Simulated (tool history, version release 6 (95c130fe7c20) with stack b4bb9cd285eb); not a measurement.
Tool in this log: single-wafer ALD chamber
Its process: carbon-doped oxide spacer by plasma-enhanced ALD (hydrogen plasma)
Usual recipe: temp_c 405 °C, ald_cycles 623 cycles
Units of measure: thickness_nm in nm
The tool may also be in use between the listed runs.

run,day,temp_c,ald_cycles,"read-back reference wafer on the same gauge, thickness_nm",thickness_nm
1,0.000,411,587,37.769,29.507
2,1.921,405,623,37.776,31.839
3,3.146,405,623,37.815,31.885
4,5.521,405,623,37.820,31.858
5,6.662,405,623,37.805,31.913
6,14.050,405,718,37.809,36.600
7,15.288,405,718,37.796,36.729
8,16.871,405,718,37.788,36.696
9,18.408,405,623,37.795,31.861
10,21.129,405,623,37.821,31.855
11,24.058,405,623,37.796,31.794
12,25.896,397,551,37.814,28.826
# day 27.162: gauge calibrated
13,28.246,397,551,37.812,28.607
14,30.996,405,685,37.818,34.988
15,32.575,405,623,37.799,31.798
16,34.254,417,682,37.779,33.832
17,35.842,396,623,37.814,32.554
18,38.288,405,513,37.831,26.286
19,39.604,415,528,37.803,26.226
# day 40.200: thermocouple changed; heater temperature recalibrated
20,41.208,405,623,37.817,32.610
21,43.329,412,731,37.801,37.830
22,44.412,392,691,37.784,36.266

Expected results for the next run?
# day 49.692: thermocouple changed; heater temperature recalibrated, repeated, since the last time left the tool worse
23,50.250,393,592,?,?

read-back reference wafer on the same gauge, thickness_nm: 37.807
thickness_nm: 30.988 nm
If the tool had no hidden condition, the same run with the same run-to-run variation would have returned thickness_nm 30.988 nm.

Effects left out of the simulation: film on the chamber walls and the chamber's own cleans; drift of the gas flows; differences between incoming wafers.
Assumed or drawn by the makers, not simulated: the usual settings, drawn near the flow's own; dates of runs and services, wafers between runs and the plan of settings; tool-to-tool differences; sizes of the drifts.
